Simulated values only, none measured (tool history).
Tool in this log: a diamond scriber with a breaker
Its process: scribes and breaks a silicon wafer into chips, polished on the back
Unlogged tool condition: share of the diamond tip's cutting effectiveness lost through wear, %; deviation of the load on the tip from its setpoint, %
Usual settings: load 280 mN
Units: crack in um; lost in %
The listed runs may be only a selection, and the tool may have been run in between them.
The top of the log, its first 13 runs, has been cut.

run   hour  load  wafers since the last listed run  hours since the diamond tip was replaced  hours since the load on the tip was calibrated  incoming depth of the damage left on the back of the incoming wafer, um  crack   lost
 14  146.3   280                                52                                     637.7                                          1174.1                                                                     0.04   7.22   3.77
 15    156   280                                37                                     647.4                                          1183.8                                                                     0.05   7.47   3.83
 16  168.7   280                                48                                     660.1                                          1196.5                                                                     0.05   7.35   4.07
 17  180.5   280                                45                                     671.9                                          1208.3                                                                     0.02   7.14   4.21
 18  197.1   280                                63                                     688.5                                          1224.9                                                                     0.01   7.08   4.41
     202.8  -- load on the tip recalibrated
 19  203.9   280                                18                                     695.3                                             1.1                                                                     0.01   7.26   4.69
 20  210.3   280                                24                                     701.7                                             7.5                                                                     0.04   7.42   4.57
 21    218   315                                29                                     709.4                                            15.2                                                                     0.04   7.67   3.15
 22  232.6   328                                55                                       724                                            29.8                                                                     0.04   7.63   2.51
 23  239.8   255                                27                                     731.2                                              37                                                                     0.01   6.77   7.02
 24  254.4   208                                55                                     745.8                                            51.6                                                                     0.02   5.74  14.29
 25  266.9   317                                47                                     758.3                                            64.1                                                                     0.04   7.38   3.46
 26  275.9   315                                34                                     767.3                                            73.1                                                                     0.01   7.44   3.63

Expected results for the next run?
 27  284.4   349                                32                                     775.8                                            81.6                                                                     0.04      ?     ?

Run 27 measured crack 7.58 um, lost 2.56 %.
Were there no unlogged condition in the tool, this run, its random variation unchanged, would have produced crack 9.23 um, lost 3.55 %.
